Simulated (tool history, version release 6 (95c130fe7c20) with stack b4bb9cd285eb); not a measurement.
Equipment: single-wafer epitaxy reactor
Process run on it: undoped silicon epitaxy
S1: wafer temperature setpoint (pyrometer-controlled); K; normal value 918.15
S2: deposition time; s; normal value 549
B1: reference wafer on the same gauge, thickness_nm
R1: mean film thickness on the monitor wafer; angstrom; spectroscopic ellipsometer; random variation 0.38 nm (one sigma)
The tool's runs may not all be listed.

run	hour	S1	S2	B1	R1
1	0.0	918.15	549	82.016	794.79
# hour 13.5: gauge calibrated
2	55.6	918.15	549	81.965	797.91
3	115.1	911.15	477	81.968	602.03
4	146.3	921.15	493	82.110	755.68
5	189.2	921.15	493	82.043	748.15
6	241.1	921.15	493	82.217	755.41
7	265.7	918.15	549	82.057	789.68
8	320.6	918.15	549	82.125	791.64
9	372.7	918.15	549	82.154	793.50
10	406.8	918.15	549	81.966	785.43
11	433.2	918.15	549	82.059	782.68
12	463.3	918.15	549	82.015	784.96
13	490.8	918.15	549	82.135	777.62
# hour 526.4: gauge calibrated
14	547.1	913.15	614	82.137	787.31
# hour 556.5: pyrometer calibrated
15	600.7	918.15	549	82.177	794.98
16	642.7	933.15	452	82.119	884.96
17	689.8	918.15	549	82.000	798.65
18	734.0	913.15	594	82.081	789.12
19	760.3	910.15	440	82.049	545.57
20	801.4	909.15	653	82.148	808.28
21	847.1	921.15	493	82.104	759.80
22	876.6	910.15	492	82.142	611.75
23	929.2	911.15	477	82.103	606.74

Run 24 is up next; what results do you expect?
24	978.0	910.15	630	?	?

B1: 82.047
R1: 779.91 angstrom
Take away the tool's hidden state, keep the run-to-run variation as it was, and the same run would have given R1 781.03 angstrom.
